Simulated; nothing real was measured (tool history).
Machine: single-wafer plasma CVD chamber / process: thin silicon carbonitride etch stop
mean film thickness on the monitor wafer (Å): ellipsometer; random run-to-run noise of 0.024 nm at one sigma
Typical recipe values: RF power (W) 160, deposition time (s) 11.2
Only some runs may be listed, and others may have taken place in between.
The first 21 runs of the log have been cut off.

run	hour	RF power (W)	deposition time (s)	read-back reference wafer on the same gauge, thickness_nm	mean film thickness on the monitor wafer (Å)
22	492.9	160	11.2	6.355	61.79
23	521.2	150	13.3	6.368	71.46
24	556.3	130	12.6	6.364	64.17
25	581.2	135	11.2	6.360	57.46
# hour 585.5: gauge calibrated
26	602.7	160	9.2	6.368	50.07
# hour 614.2: showerhead replaced
27	632.2	130	9.0	6.366	45.69
28	652.9	170	9.0	6.357	50.05
29	679.1	180	9.3	6.378	52.80
30	702.1	175	10.4	6.361	58.36
31	732.4	180	11.2	6.363	63.55
32	812.9	160	9.6	6.357	51.88
33	825.5	130	9.3	6.362	46.95
34	857.1	160	11.2	6.357	60.44
35	870.8	185	12.6	6.361	71.21

Forecast each of these 5 alternatives for the next run:
A	871.2	160	10.5	?	?
B	871.2	130	12.7	?	?
C	871.2	190	13.3	?	?
D	871.2	135	12.4	?	?
E	871.2	180	13.1	?	?

run	read-back reference wafer on the same gauge, thickness_nm	mean film thickness on the monitor wafer (Å)
A	6.363	56.89
B	6.363	64.13
C	6.363	76.28
D	6.363	63.43
E	6.363	73.81
Take away the tool's hidden state, keep each run's random variation, and the runs would have read:
run	mean film thickness on the monitor wafer (Å)
A	58.06
B	65.45
C	77.85
D	64.74
E	75.33
